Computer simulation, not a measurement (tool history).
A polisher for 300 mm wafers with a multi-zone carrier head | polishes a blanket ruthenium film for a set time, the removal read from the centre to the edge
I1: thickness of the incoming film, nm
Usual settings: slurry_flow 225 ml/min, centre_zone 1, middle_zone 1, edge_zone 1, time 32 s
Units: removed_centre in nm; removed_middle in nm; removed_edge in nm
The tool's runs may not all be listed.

{"run": 1, "hour": 0.0, "slurry_flow": 225, "centre_zone": 1, "middle_zone": 1, "edge_zone": 1, "time": 32, "I1": 303.8, "removed_centre": 19.3, "removed_middle": 19.2, "removed_edge": 19.6}
{"run": 2, "hour": 10.3, "slurry_flow": 225, "centre_zone": 1, "middle_zone": 1, "edge_zone": 1, "time": 32, "I1": 310.7, "removed_centre": 19, "removed_middle": 19, "removed_edge": 18.9}
{"run": 3, "hour": 41.3, "slurry_flow": 225, "centre_zone": 1, "middle_zone": 1, "edge_zone": 1, "time": 32, "I1": 309.2, "removed_centre": 18.6, "removed_middle": 18.7, "removed_edge": 19.3}
{"hour": 48.7, "done": "carrier head's membrane replaced by a new one"}
{"run": 4, "hour": 52.5, "slurry_flow": 225, "centre_zone": 1, "middle_zone": 1, "edge_zone": 1, "time": 32, "I1": 308.3, "removed_centre": 18.6, "removed_middle": 19, "removed_edge": 18.4}
{"run": 5, "hour": 63.1, "slurry_flow": 225, "centre_zone": 1, "middle_zone": 1, "edge_zone": 1, "time": 32, "I1": 305.4, "removed_centre": 18.1, "removed_middle": 18.3, "removed_edge": 18}
{"hour": 69.0, "done": "worn pad replaced by a new one, repeated, since the last time left the tool worse"}
{"run": 6, "hour": 72.9, "slurry_flow": 225, "centre_zone": 1, "middle_zone": 1, "edge_zone": 1, "time": 32, "I1": 307, "removed_centre": 21.9, "removed_middle": 21.4, "removed_edge": 22.2}
{"run": 7, "hour": 90.1, "slurry_flow": 185, "centre_zone": 1, "middle_zone": 1, "edge_zone": 1, "time": 36, "I1": 311.7, "removed_centre": 23.4, "removed_middle": 23.2, "removed_edge": 24.2}
{"run": 8, "hour": 107.3, "slurry_flow": 225, "centre_zone": 1, "middle_zone": 1, "edge_zone": 1.11, "time": 38, "I1": 311.5, "removed_centre": 25.4, "removed_middle": 25.8, "removed_edge": 26.3}
{"run": 9, "hour": 116.0, "slurry_flow": 225, "centre_zone": 1, "middle_zone": 1, "edge_zone": 1, "time": 32, "I1": 315.6, "removed_centre": 20.7, "removed_middle": 21.6, "removed_edge": 21.4}
{"run": 10, "hour": 133.9, "slurry_flow": 185, "centre_zone": 1, "middle_zone": 1.08, "edge_zone": 0.97, "time": 32, "I1": 313.3, "removed_centre": 20.1, "removed_middle": 21.1, "removed_edge": 20}
{"run": 11, "hour": 145.5, "slurry_flow": 160, "centre_zone": 1.09, "middle_zone": 1, "edge_zone": 1, "time": 41, "I1": 308.9, "removed_centre": 26.7, "removed_middle": 25.2, "removed_edge": 25.3}
{"hour": 153.4, "done": "slurry nozzle cleaned"}
{"hour": 161.5, "done": "worn pad replaced by a new one"}
{"run": 12, "hour": 190.2, "slurry_flow": 225, "centre_zone": 1, "middle_zone": 0.93, "edge_zone": 1.1, "time": 32, "I1": 313.9, "removed_centre": 20.8, "removed_middle": 20.2, "removed_edge": 23}
{"run": 13, "hour": 205.4, "slurry_flow": 225, "centre_zone": 1, "middle_zone": 1, "edge_zone": 1, "time": 32, "I1": 313.2, "removed_centre": 21.1, "removed_middle": 21.3, "removed_edge": 21.7}
{"run": 14, "hour": 221.1, "slurry_flow": 290, "centre_zone": 0.92, "middle_zone": 1, "edge_zone": 1.04, "time": 22, "I1": 304.9, "removed_centre": 13.5, "removed_middle": 14.9, "removed_edge": 15.4}
{"hour": 230.1, "done": "centre zone pressure recalibrated"}
{"hour": 231.8, "done": "edge zone pressure recalibrated"}
{"run": 15, "hour": 242.4, "slurry_flow": 285, "centre_zone": 1, "middle_zone": 1.03, "edge_zone": 1.08, "time": 32, "I1": 306.6, "removed_centre": 21, "removed_middle": 21.7, "removed_edge": 21.8}
{"run": 16, "hour": 250.2, "slurry_flow": 225, "centre_zone": 0.91, "middle_zone": 1, "edge_zone": 1, "time": 32, "I1": 307.8, "removed_centre": 18.6, "removed_middle": 20.5, "removed_edge": 20.9}
{"hour": 267.2, "done": "worn pad replaced by a new one"}
{"run": 17, "hour": 267.7, "slurry_flow": 225, "centre_zone": 1, "middle_zone": 1, "edge_zone": 1, "time": 32, "I1": 311.1, "removed_centre": 21.7, "removed_middle": 21.7, "removed_edge": 22.1}
{"run": 18, "hour": 277.2, "slurry_flow": 225, "centre_zone": 1, "middle_zone": 1.06, "edge_zone": 1, "time": 32, "I1": 310, "removed_centre": 21.9, "removed_middle": 22.4, "removed_edge": 22.1}
{"run": 19, "hour": 295.1, "slurry_flow": 200, "centre_zone": 1.04, "middle_zone": 1, "edge_zone": 1, "time": 41, "I1": 305.6, "removed_centre": 27.7, "removed_middle": 26.7, "removed_edge": 27}
{"run": 20, "hour": 304.9, "slurry_flow": 225, "centre_zone": 1, "middle_zone": 1, "edge_zone": 1, "time": 32, "I1": 314, "removed_centre": 21.3, "removed_middle": 21.1, "removed_edge": 21.8}
{"run": 21, "hour": 319.6, "slurry_flow": 225, "centre_zone": 1, "middle_zone": 1.1, "edge_zone": 1, "time": 32, "I1": 310.8, "removed_centre": 21.1, "removed_middle": 22.5, "removed_edge": 21.4}
{"run": 22, "hour": 350.5, "slurry_flow": 225, "centre_zone": 1, "middle_zone": 1, "edge_zone": 1, "time": 32, "I1": 315.8, "removed_centre": 20.7, "removed_middle": 20.6, "removed_edge": 21}

4 ways to go on from here, each from the tool as it stands after run 22. What would each give?
{"run": "A", "hour": 350.9, "slurry_flow": 225, "centre_zone": 1, "middle_zone": 1, "edge_zone": 1, "time": 32, "I1": 312.2, "removed_centre": "?", "removed_middle": "?", "removed_edge": "?"}
{"run": "B", "hour": 350.9, "slurry_flow": 280, "centre_zone": 1.06, "middle_zone": 1, "edge_zone": 0.96, "time": 25, "I1": 312.2, "removed_centre": "?", "removed_middle": "?", "removed_edge": "?"}
{"run": "C", "hour": 350.9, "slurry_flow": 225, "centre_zone": 0.97, "middle_zone": 1, "edge_zone": 1.1, "time": 32, "I1": 312.2, "removed_centre": "?", "removed_middle": "?", "removed_edge": "?"}
{"run": "D", "hour": 350.9, "slurry_flow": 150, "centre_zone": 1, "middle_zone": 0.92, "edge_zone": 1, "time": 32, "I1": 312.2, "removed_centre": "?", "removed_middle": "?", "removed_edge": "?"}

run=A removed_centre=20.8 removed_middle=20.8 removed_edge=21.1
run=B removed_centre=17.7 removed_middle=16.7 removed_edge=16.5
run=C removed_centre=20.1 removed_middle=20.8 removed_edge=22.1
run=D removed_centre=19.1 removed_middle=18 removed_edge=20
Without the tool's hidden state the same runs would have given:
run=A removed_centre=21.9 removed_middle=21.9 removed_edge=22.2
run=B removed_centre=18.7 removed_middle=17.6 removed_edge=17.4
run=C removed_centre=21.2 removed_middle=21.9 removed_edge=23.3
run=D removed_centre=20.1 removed_middle=19 removed_edge=21
